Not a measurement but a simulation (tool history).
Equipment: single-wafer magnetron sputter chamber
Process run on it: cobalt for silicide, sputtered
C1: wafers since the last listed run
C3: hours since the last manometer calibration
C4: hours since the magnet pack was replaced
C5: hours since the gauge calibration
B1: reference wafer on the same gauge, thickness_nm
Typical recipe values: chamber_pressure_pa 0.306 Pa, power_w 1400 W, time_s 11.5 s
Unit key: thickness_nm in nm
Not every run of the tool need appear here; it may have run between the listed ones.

Run 1, hour 0.0: usual settings but power_w 1650 W; C1 0; wafers on the sputter target 6795; C3 2287.5; C4 7737.8; C5 800.1; B1 9.211. Result: thickness_nm 9.826 nm.
At hour 35.6: magnet pack replaced.
Run 2, hour 36.1: usual settings but power_w 1650 W; C1 875; wafers on the sputter target 7670; C3 2323.6; C4 0.5; C5 836.2; B1 9.219. Result: thickness_nm 9.864 nm.
At hour 46.6: sputter target and shields replaced.
Run 3, hour 49.6: usual settings but power_w 1650 W; C1 171; wafers on the sputter target 93; C3 2337.1; C4 14.0; C5 849.7; B1 9.225. Result: thickness_nm 9.868 nm.
Run 4, hour 108.7: usual settings; C1 1840; wafers on the sputter target 1934; C3 2396.2; C4 73.1; C5 908.8; B1 9.228. Result: thickness_nm 8.759 nm.
Run 5, hour 143.0: usual settings; C1 1068; wafers on the sputter target 3002; C3 2430.5; C4 107.4; C5 943.1; B1 9.232. Result: thickness_nm 8.774 nm.
Run 6, hour 160.2: usual settings; C1 535; wafers on the sputter target 3538; C3 2447.7; C4 124.6; C5 960.3; B1 9.271. Result: thickness_nm 8.714 nm.
Run 7, hour 182.3: usual settings but chamber_pressure_pa 0.259 Pa; C1 688; wafers on the sputter target 4226; C3 2469.8; C4 146.7; C5 982.4; B1 9.259. Result: thickness_nm 8.855 nm.
Run 8, hour 205.3: usual settings but chamber_pressure_pa 0.259 Pa; C1 716; wafers on the sputter target 4942; C3 2492.8; C4 169.7; C5 1005.4; B1 9.271. Result: thickness_nm 8.886 nm.
Run 9, hour 239.9: usual settings but chamber_pressure_pa 0.259 Pa; C1 1077; wafers on the sputter target 6020; C3 2527.4; C4 204.3; C5 1040.0; B1 9.289. Result: thickness_nm 8.852 nm.
Run 10, hour 274.6: usual settings but chamber_pressure_pa 0.387 Pa; C1 1080; wafers on the sputter target 7101; C3 2562.1; C4 239.0; C5 1074.7; B1 9.268. Result: thickness_nm 8.538 nm.
At hour 303.8: sputter target and shields replaced.
Run 11, hour 304.3: usual settings but chamber_pressure_pa 0.387 Pa; C1 675; wafers on the sputter target 15; C3 2591.8; C4 268.7; C5 1104.4; B1 9.296. Result: thickness_nm 8.497 nm.
Run 12, hour 325.9: usual settings; C1 672; wafers on the sputter target 688; C3 2613.4; C4 290.3; C5 1126.0; B1 9.317. Result: thickness_nm 8.713 nm.
Run 13, hour 358.4: usual settings but power_w 1100 W; C1 1012; wafers on the sputter target 1700; C3 2645.9; C4 322.8; C5 1158.5; B1 9.318. Result: thickness_nm 7.321 nm.
At hour 382.6: capacitance manometer re-zeroed and calibrated.
Run 14, hour 391.9: usual settings but chamber_pressure_pa 0.259 Pa; C1 794; wafers on the sputter target 2495; C3 9.3; C4 356.3; C5 1192.0; B1 9.323. Result: thickness_nm 8.929 nm.
At hour 422.2: gauge calibrated.
Run 15, hour 426.0: usual settings; C1 1062; wafers on the sputter target 3557; C3 43.4; C4 390.4; C5 3.8; B1 8.974. Result: thickness_nm 8.404 nm.
Run 16, hour 450.3: usual settings but power_w 1150 W, time_s 10.3 s; C1 756; wafers on the sputter target 4313; C3 67.7; C4 414.7; C5 28.1; B1 8.982. Result: thickness_nm 6.490 nm.
Run 17, hour 485.2: usual settings but chamber_pressure_pa 0.188 Pa, power_w 1600 W, time_s 10.7 s; C1 1086; wafers on the sputter target 5400; C3 102.6; C4 449.6; C5 63.0; B1 8.992. Result: thickness_nm 9.106 nm.
Run 18, hour 517.2: usual settings; C1 996; wafers on the sputter target 6397; C3 134.6; C4 481.6; C5 95.0; B1 8.986. Result: thickness_nm 8.443 nm.

The next listed run, before its measurement:
Run 19, hour 531.1: usual settings but time_s 13.6 s; C1 432; wafers on the sputter target 6830; C3 148.5; C4 495.5; C5 108.9; B1 ?. Result: thickness_nm ?.

{"run 19": {"B1": 9.0, "thickness_nm": 9.999}}
With no hidden state in the tool, this same run would have given thickness_nm 9.953 nm.

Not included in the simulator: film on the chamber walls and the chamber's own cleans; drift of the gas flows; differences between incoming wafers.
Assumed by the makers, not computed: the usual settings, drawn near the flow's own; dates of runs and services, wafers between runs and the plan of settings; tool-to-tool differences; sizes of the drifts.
